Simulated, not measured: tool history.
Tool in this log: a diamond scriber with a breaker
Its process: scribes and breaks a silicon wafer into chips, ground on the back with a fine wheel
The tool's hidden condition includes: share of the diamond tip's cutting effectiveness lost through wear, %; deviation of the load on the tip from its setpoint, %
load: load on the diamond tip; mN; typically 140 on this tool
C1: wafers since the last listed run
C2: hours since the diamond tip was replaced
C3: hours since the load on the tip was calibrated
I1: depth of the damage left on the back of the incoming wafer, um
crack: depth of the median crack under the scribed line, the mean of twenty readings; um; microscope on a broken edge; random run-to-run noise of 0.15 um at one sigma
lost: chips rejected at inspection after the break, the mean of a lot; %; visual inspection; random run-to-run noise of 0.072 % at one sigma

Run 1, day 0: usual settings; C1 0; C2 234.5; C3 661.5; I1 2.1. Result: crack 11.6 um, lost 1.88 %.
Run 2, day 3.875: usual settings; C1 296; C2 327.5; C3 754.5; I1 2.99. Result: crack 11.61 um, lost 2.92 %.
Run 3, day 7.267: usual settings; C1 259; C2 408.9; C3 835.9; I1 1.66. Result: crack 11.43 um, lost 1.81 %.
At day 10.021: diamond tip replaced by a new one.
Run 4, day 20.733: usual settings; C1 1022; C2 257.1; C3 1159.1; I1 1.62. Result: crack 11.55 um, lost 1.51 %.
Run 5, day 24.017: usual settings; C1 250; C2 335.9; C3 1237.9; I1 1.52. Result: crack 11.4 um, lost 1.56 %.
Run 6, day 27.896: usual settings; C1 296; C2 429; C3 1331; I1 2.8. Result: crack 11.04 um, lost 3.01 %.
At day 29.867: diamond tip replaced by a new one.
Run 7, day 30.583: usual settings; C1 198; C2 17.2; C3 1395.5; I1 2.62. Result: crack 11.85 um, lost 2.36 %.
Run 8, day 34.204: usual settings; C1 276; C2 104.1; C3 1482.4; I1 2.51. Result: crack 11.89 um, lost 2.14 %.
At day 35.908: load on the tip recalibrated.
Run 9, day 36.854: usual settings; C1 196; C2 167.7; C3 22.7; I1 1.61. Result: crack 11.8 um, lost 1.38 %.
Run 10, day 38.392: usual settings but load 172 mN; C1 117; C2 204.6; C3 59.6; I1 1.63. Result: crack 13.24 um, lost 2.36 %.
Run 11, day 41.154: usual settings but load 172 mN; C1 211; C2 270.9; C3 125.9; I1 1.79. Result: crack 12.82 um, lost 2.37 %.
Run 12, day 42.812: usual settings but load 155 mN; C1 126; C2 310.7; C3 165.7; I1 2.16. Result: crack 12.48 um, lost 1.9 %.
Run 13, day 44.642: usual settings but load 180 mN; C1 139; C2 354.6; C3 209.6; I1 2.57. Result: crack 13.48 um, lost 2.86 %.
At day 46.875: diamond tip replaced by a new one.
Run 14, day 48.617: usual settings; C1 297; C2 41.8; C3 305; I1 2.26. Result: crack 11.8 um, lost 1.87 %.
Run 15, day 52.154: usual settings but load 164 mN; C1 270; C2 126.7; C3 389.9; I1 2.3. Result: crack 12.66 um, lost 2.41 %.
Run 16, day 53.829: usual settings; C1 127; C2 166.9; C3 430.1; I1 1.84. Result: crack 11.74 um, lost 1.7 %.
Run 17, day 55.888: usual settings but load 114 mN; C1 157; C2 216.3; C3 479.5; I1 2.14. Result: crack 10.2 um, lost 3.55 %.
Run 18, day 57.779: usual settings but load 151 mN; C1 144; C2 261.7; C3 524.9; I1 1.8. Result: crack 12.32 um, lost 1.67 %.
Run 19, day 59.467: usual settings but load 121 mN; C1 128; C2 302.2; C3 565.4; I1 2.49. Result: crack 10.24 um, lost 3.5 %.
Run 20, day 62.754: usual settings but load 178 mN; C1 251; C2 381.1; C3 644.3; I1 2.36. Result: crack 12.88 um, lost 2.53 %.
Run 21, day 64.421: usual settings but load 99 mN; C1 127; C2 421.1; C3 684.3; I1 2.22. Result: crack 9.3 um, lost 8.7 %.
At day 65.946: diamond tip replaced by a new one.
Run 22, day 68.108: usual settings but load 158 mN; C1 275; C2 51.9; C3 772.8; I1 2.71. Result: crack 12.79 um, lost 2.6 %.

Each row is a separate what-if for the run after 22, all from the same tool condition, not one after another. Results?
Run A, day 68.129: usual settings; C1 1; C2 52.4; C3 773.3; I1 2.24. Result: crack ?, lost ?.
Run B, day 68.129: usual settings but load 163 mN; C1 1; C2 52.4; C3 773.3; I1 2.24. Result: crack ?, lost ?.
Run C, day 68.129: usual settings but load 154 mN; C1 1; C2 52.4; C3 773.3; I1 2.24. Result: crack ?, lost ?.
Run D, day 68.129: usual settings but load 159 mN; C1 1; C2 52.4; C3 773.3; I1 2.24. Result: crack ?, lost ?.
Run E, day 68.129: usual settings but load 160 mN; C1 1; C2 52.4; C3 773.3; I1 2.24. Result: crack ?, lost ?.

run  crack  lost
  A  11.88  1.92
  B  12.98  2.47
  C  12.56  2.09
  D  12.79  2.28
  E  12.84  2.32
Without the tool's hidden state the same runs would have given:
run  crack  lost
  A   11.9  1.92
  B     13  2.49
  C  12.58   2.1
  D  12.81  2.29
  E  12.86  2.34

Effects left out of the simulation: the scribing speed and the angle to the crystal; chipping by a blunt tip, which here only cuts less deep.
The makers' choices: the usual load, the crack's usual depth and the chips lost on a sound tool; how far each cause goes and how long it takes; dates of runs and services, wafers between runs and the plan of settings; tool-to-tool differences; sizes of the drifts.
